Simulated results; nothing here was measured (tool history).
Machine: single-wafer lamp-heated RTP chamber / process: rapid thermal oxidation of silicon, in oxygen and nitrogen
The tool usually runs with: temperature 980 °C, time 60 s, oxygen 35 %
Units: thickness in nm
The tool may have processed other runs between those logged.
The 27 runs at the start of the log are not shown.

run,hour,temperature,time,oxygen,wafers since the last listed run,wafers since the last pyrometer calibration,hours since the oxygen flow controller was replaced,hours since the gauge calibration,"read-back reference wafer on the same gauge, thickness",thickness
28,669.5,980,60,35,120,1098,38.6,230.4,3.907,3.806
29,689.1,980,32,35,167,1266,58.2,250.0,3.911,3.055
30,724.1,980,81,59,299,1565,93.2,285.0,3.907,5.034
31,749.9,992,33,47,220,1786,119.0,310.8,3.911,3.568
32,776.0,964,60,35,223,2009,145.1,336.9,3.908,3.447
33,805.3,980,47,35,250,2260,174.4,366.2,3.911,3.456
34,837.6,1003,72,17,276,2536,206.7,398.5,3.907,3.810
35,862.4,980,39,35,212,2748,231.5,423.3,3.908,3.273
36,881.9,980,78,35,166,2915,251.0,442.8,3.908,4.202
37,906.5,956,60,17,210,3125,275.6,467.4,3.908,2.879
38,932.9,980,60,62,225,3351,302.0,493.8,3.908,4.494

Each row is a separate what-if for the run after 38, all from the same tool condition, not one after another. Results?
A,933.3,980,60,24,3,3354,302.4,494.2,?,?
B,933.3,968,60,53,3,3354,302.4,494.2,?,?
C,933.3,970,60,17,3,3354,302.4,494.2,?,?
D,933.3,998,87,60,3,3354,302.4,494.2,?,?

run,"read-back reference wafer on the same gauge, thickness",thickness
A,3.910,3.451
B,3.910,3.976
C,3.910,3.055
D,3.910,5.962
Without the tool's unlogged condition, the same runs would have read:
run,thickness
A,3.451
B,3.976
C,3.055
D,5.962

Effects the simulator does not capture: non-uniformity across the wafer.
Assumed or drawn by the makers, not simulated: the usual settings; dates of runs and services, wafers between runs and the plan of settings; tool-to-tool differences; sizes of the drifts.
